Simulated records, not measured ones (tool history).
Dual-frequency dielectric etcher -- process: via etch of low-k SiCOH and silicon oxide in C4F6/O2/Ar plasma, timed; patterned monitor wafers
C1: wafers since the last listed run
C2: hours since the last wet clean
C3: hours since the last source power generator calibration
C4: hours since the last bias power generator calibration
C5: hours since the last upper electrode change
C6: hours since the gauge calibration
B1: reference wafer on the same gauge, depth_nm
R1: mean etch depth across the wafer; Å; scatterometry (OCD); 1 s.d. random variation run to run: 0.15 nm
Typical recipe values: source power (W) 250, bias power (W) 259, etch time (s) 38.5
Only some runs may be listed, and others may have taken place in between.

Run 1, hour 0: usual settings; C1 0; C2 566.9; C3 5270.3; C4 3625.6; C5 5499.6; C6 300; B1 94.6. Result: R1 1009 Å.
Run 2, hour 8.8: usual settings; C1 167; C2 575.7; C3 5279.1; C4 3634.4; C5 5508.4; C6 308.8; B1 94.6. Result: R1 1009 Å.
At hour 35.7: wet clean of the chamber.
Run 3, hour 36.2: usual settings; C1 64; C2 0.5; C3 5306.5; C4 3661.8; C5 5535.8; C6 336.2; B1 94.6. Result: R1 996 Å.
Run 4, hour 37.8: usual settings; C1 30; C2 2.1; C3 5308.1; C4 3663.4; C5 5537.4; C6 337.8; B1 94.6. Result: R1 997 Å.
Run 5, hour 48.5: usual settings but etch time (s) 31.5; C1 204; C2 12.8; C3 5318.8; C4 3674.1; C5 5548.1; C6 348.5; B1 94.6. Result: R1 815 Å.
At hour 69.8: source power generator calibrated.
Run 6, hour 70.3: usual settings; C1 339; C2 34.6; C3 0.5; C4 3695.9; C5 5569.9; C6 370.3; B1 94.6. Result: R1 999 Å.
Run 7, hour 77.2: usual settings; C1 131; C2 41.5; C3 7.4; C4 3702.8; C5 5576.8; C6 377.2; B1 94.6. Result: R1 997 Å.
Run 8, hour 89.2: usual settings; C1 229; C2 53.5; C3 19.4; C4 3714.8; C5 5588.8; C6 389.2; B1 94.6. Result: R1 998 Å.
Run 9, hour 104.9: usual settings but bias power (W) 313, etch time (s) 35; C1 299; C2 69.2; C3 35.1; C4 3730.5; C5 5604.5; C6 404.9; B1 94.6. Result: R1 958 Å.
Run 10, hour 122.6: usual settings but bias power (W) 276; C1 337; C2 86.9; C3 52.8; C4 3748.2; C5 5622.2; C6 422.6; B1 94.6. Result: R1 1016 Å.
Run 11, hour 137.7: usual settings but bias power (W) 300; C1 288; C2 102; C3 67.9; C4 3763.3; C5 5637.3; C6 437.7; B1 94.5. Result: R1 1046 Å.
Run 12, hour 154.6: usual settings but bias power (W) 290; C1 322; C2 118.9; C3 84.8; C4 3780.2; C5 5654.2; C6 454.6; B1 94.6. Result: R1 1033 Å.
Run 13, hour 165.9: usual settings; C1 215; C2 130.2; C3 96.1; C4 3791.5; C5 5665.5; C6 465.9; B1 94.6. Result: R1 1001 Å.
Run 14, hour 176.9: usual settings; C1 209; C2 141.2; C3 107.1; C4 3802.5; C5 5676.5; C6 476.9; B1 94.6. Result: R1 1003 Å.
At hour 203.9: upper electrode replaced.
Run 15, hour 204.4: usual settings but source power (W) 290, bias power (W) 243, etch time (s) 47; C1 66; C2 168.7; C3 134.6; C4 3830; C5 0.5; C6 504.4; B1 94.6. Result: R1 1259 Å.
Run 16, hour 204.7: usual settings but source power (W) 220, etch time (s) 29; C1 5; C2 169; C3 134.9; C4 3830.3; C5 0.8; C6 504.7; B1 94.6. Result: R1 724 Å.
At hour 218.5: gauge calibrated.
At hour 219.7: bias power generator calibrated.
Run 17, hour 220.2: usual settings; C1 219; C2 184.5; C3 150.4; C4 0.5; C5 16.3; C6 1.7; B1 94.6. Result: R1 1002 Å.
Run 18, hour 230.2: usual settings but source power (W) 210, bias power (W) 301, etch time (s) 43; C1 190; C2 194.5; C3 160.4; C4 10.5; C5 26.3; C6 11.7; B1 94.6. Result: R1 1107 Å.
Run 19, hour 245.9: usual settings; C1 299; C2 210.2; C3 176.1; C4 26.2; C5 42; C6 27.4; B1 94.6. Result: R1 1003 Å.
Run 20, hour 253.5: usual settings but source power (W) 310, bias power (W) 319; C1 145; C2 217.8; C3 183.7; C4 33.8; C5 49.6; C6 35; B1 94.6. Result: R1 1136 Å.
Run 21, hour 262.7: usual settings; C1 175; C2 227; C3 192.9; C4 43; C5 58.8; C6 44.2; B1 94.6. Result: R1 1001 Å.
Run 22, hour 269.4: usual settings but source power (W) 280, bias power (W) 305, etch time (s) 27; C1 127; C2 233.7; C3 199.6; C4 49.7; C5 65.5; C6 50.9; B1 94.6. Result: R1 763 Å.
Run 23, hour 283.6: usual settings but source power (W) 290, etch time (s) 32.5; C1 271; C2 247.9; C3 213.8; C4 63.9; C5 79.7; C6 65.1; B1 94.6. Result: R1 886 Å.
Run 24, hour 300: usual settings; C1 313; C2 264.3; C3 230.2; C4 80.3; C5 96.1; C6 81.5; B1 94.6. Result: R1 1003 Å.
Run 25, hour 317.3: usual settings but etch time (s) 35; C1 330; C2 281.6; C3 247.5; C4 97.6; C5 113.4; C6 98.8; B1 94.6. Result: R1 912 Å.
Run 26, hour 334.7: usual settings but source power (W) 280; C1 332; C2 299; C3 264.9; C4 115; C5 130.8; C6 116.2; B1 94.6. Result: R1 1041 Å.
Run 27, hour 343.1: usual settings but source power (W) 190; C1 160; C2 307.4; C3 273.3; C4 123.4; C5 139.2; C6 124.6; B1 94.6. Result: R1 927 Å.
Run 28, hour 353.1: usual settings but etch time (s) 28.5; C1 190; C2 317.4; C3 283.3; C4 133.4; C5 149.2; C6 134.6; B1 94.6. Result: R1 745 Å.
Run 29, hour 364.1: usual settings; C1 209; C2 328.4; C3 294.3; C4 144.4; C5 160.2; C6 145.6; B1 94.6. Result: R1 1007 Å.

A few steps of R1 between consecutive runs. Split each: what settings, incoming material and random variation would produce without the hidden state, and what is left over for the hidden state, along with gauge scatter present in only one of the two compared results (measured, and without hidden state):
Hidden state at play: etch rate over this chamber's usual, %; source power that arrives over what is set, %; bias power that arrives over what is set, %; gauge reads high (%).
Run 2 -> 3: wet clean of the chamber. R1 -13 Å: hidden state -13, all else +0.
Run 15 -> 16: source power (W) 290 -> 220, bias power (W) 243 -> 259, etch time (s) 47 -> 29. R1 -535 Å: hidden state -2, all else -533.
Run 16 -> 17: source power (W) 220 -> 250, etch time (s) 29 -> 38.5, gauge calibrated, bias power generator calibrated. R1 +278 Å: hidden state +2, all else +276.
Run 28 -> 29: etch time (s) 28.5 -> 38.5. R1 +262 Å: hidden state +3, all else +259.
